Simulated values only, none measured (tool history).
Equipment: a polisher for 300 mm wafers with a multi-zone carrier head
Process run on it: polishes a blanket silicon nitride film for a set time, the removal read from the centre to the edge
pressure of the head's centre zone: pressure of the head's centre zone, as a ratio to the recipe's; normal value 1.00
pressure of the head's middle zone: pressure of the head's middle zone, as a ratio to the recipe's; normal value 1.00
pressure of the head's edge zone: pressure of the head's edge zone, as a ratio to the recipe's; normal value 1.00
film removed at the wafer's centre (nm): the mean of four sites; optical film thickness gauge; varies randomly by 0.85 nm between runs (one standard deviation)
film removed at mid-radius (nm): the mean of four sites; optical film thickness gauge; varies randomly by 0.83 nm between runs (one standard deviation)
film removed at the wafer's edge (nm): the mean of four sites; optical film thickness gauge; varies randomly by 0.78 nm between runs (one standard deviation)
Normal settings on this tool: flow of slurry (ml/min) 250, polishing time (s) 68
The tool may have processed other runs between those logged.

| run | hour | flow of slurry (ml/min) | pressure of the head's centre zone | pressure of the head's middle zone | pressure of the head's edge zone | polishing time (s) | incoming thickness of the incoming film, nm | film removed at the wafer's centre (nm) | film removed at mid-radius (nm) | film removed at the wafer's edge (nm) |
|---|---|---|---|---|---|---|---|---|---|---|
| 1 | 0.0 | 250 | 0.94 | 1.00 | 1.00 | 68 | 875.3 | 87.0 | 93.1 | 96.2 |
| 2 | 15.4 | 250 | 0.94 | 1.00 | 1.00 | 68 | 858.7 | 88.2 | 93.1 | 96.0 |
| 3 | 32.9 | 250 | 1.00 | 1.00 | 1.00 | 68 | 847.4 | 91.8 | 92.7 | 93.7 |
|  | 43.5 | carrier head's membrane replaced by a new one |
| 4 | 49.6 | 205 | 1.00 | 1.00 | 1.00 | 61 | 856.7 | 79.2 | 79.8 | 80.3 |
|  | 60.0 | slurry nozzle cleaned |
|  | 60.2 | worn pad replaced by a new one, repeated, since the last time left the tool worse |
| 5 | 60.7 | 185 | 1.00 | 1.00 | 1.08 | 68 | 850.3 | 99.0 | 98.6 | 106.8 |
| 6 | 70.2 | 250 | 1.00 | 1.00 | 1.00 | 68 | 865.9 | 103.8 | 102.4 | 105.9 |
| 7 | 78.5 | 250 | 1.00 | 1.00 | 1.00 | 68 | 851.7 | 103.9 | 102.9 | 105.9 |
| 8 | 88.7 | 250 | 1.00 | 1.00 | 1.00 | 68 | 849.5 | 102.9 | 103.9 | 104.6 |
|  | 94.8 | edge zone pressure recalibrated |
| 9 | 98.2 | 175 | 1.00 | 1.00 | 1.00 | 68 | 857.4 | 95.8 | 97.7 | 101.4 |
| 10 | 106.1 | 250 | 1.00 | 1.00 | 0.94 | 68 | 874.9 | 102.0 | 101.9 | 102.8 |
| 11 | 114.8 | 305 | 0.92 | 1.00 | 0.89 | 68 | 852.5 | 95.3 | 102.8 | 101.5 |
| 12 | 127.9 | 250 | 1.00 | 1.00 | 1.00 | 68 | 858.5 | 100.6 | 98.2 | 101.1 |
| 13 | 139.7 | 250 | 1.12 | 1.00 | 1.00 | 68 | 877.5 | 109.7 | 96.9 | 100.2 |
| 14 | 147.6 | 250 | 0.94 | 1.00 | 0.88 | 84 | 846.8 | 111.4 | 119.1 | 116.7 |
|  | 152.0 | worn pad replaced by a new one |
| 15 | 163.0 | 250 | 0.92 | 0.95 | 0.88 | 52 | 854.3 | 72.0 | 76.2 | 77.1 |
| 16 | 180.4 | 250 | 0.88 | 1.00 | 1.04 | 84 | 857.3 | 111.1 | 127.3 | 130.9 |
|  | 195.3 | centre zone pressure recalibrated |
| 17 | 196.3 | 250 | 1.00 | 1.00 | 1.11 | 68 | 859.8 | 100.7 | 100.9 | 108.2 |
| 18 | 210.8 | 250 | 1.00 | 1.03 | 1.00 | 87 | 864.8 | 127.8 | 130.8 | 132.2 |
| 19 | 221.6 | 180 | 1.11 | 1.00 | 1.00 | 77 | 850.7 | 118.4 | 106.1 | 110.4 |
|  | 232.3 | worn pad replaced by a new one |
| 20 | 237.5 | 250 | 1.11 | 1.00 | 0.90 | 68 | 860.4 | 115.6 | 105.0 | 103.8 |
| 21 | 249.3 | 250 | 1.11 | 1.00 | 0.90 | 68 | 858.3 | 114.2 | 103.0 | 103.0 |
| 22 | 260.1 | 250 | 1.00 | 1.00 | 1.00 | 68 | 869.3 | 104.4 | 102.7 | 106.8 |
| 23 | 271.6 | 250 | 1.00 | 1.00 | 1.00 | 68 | 845.8 | 103.9 | 102.6 | 103.9 |

Per-run results on a tool with no hidden state, each run keeping its own random variation:
Hidden conditions of the tool in this case: removal rate lost through wear of the pad, %; slurry flow missing at the pad, %; deviation of the centre zone's pressure from its setpoint, %; deviation of the edge zone's pressure from its setpoint, %.
| run | film removed at the wafer's centre (nm) | film removed at mid-radius (nm) | film removed at the wafer's edge (nm) |
|---|---|---|---|
| 1 | 96.6 | 103.4 | 106.9 |
| 2 | 98.9 | 104.4 | 107.6 |
| 3 | 104.6 | 105.7 | 106.7 |
| 4 | 92.3 | 93.0 | 93.6 |
| 5 | 99.7 | 99.3 | 107.5 |
| 6 | 104.7 | 103.2 | 106.8 |
| 7 | 105.0 | 104.0 | 107.0 |
| 8 | 104.5 | 105.4 | 106.2 |
| 9 | 97.9 | 99.8 | 103.6 |
| 10 | 104.8 | 104.7 | 105.6 |
| 11 | 98.8 | 106.6 | 105.3 |
| 12 | 106.0 | 103.5 | 106.5 |
| 13 | 117.7 | 104.0 | 107.5 |
| 14 | 121.2 | 129.5 | 127.0 |
| 15 | 72.7 | 77.0 | 77.9 |
| 16 | 112.9 | 129.4 | 133.0 |
| 17 | 103.5 | 103.7 | 111.3 |
| 18 | 133.3 | 136.5 | 138.0 |
| 19 | 125.2 | 112.3 | 116.8 |
| 20 | 116.3 | 105.7 | 104.4 |
| 21 | 115.2 | 103.9 | 103.9 |
| 22 | 105.8 | 104.1 | 108.2 |
| 23 | 106.1 | 104.7 | 106.1 |
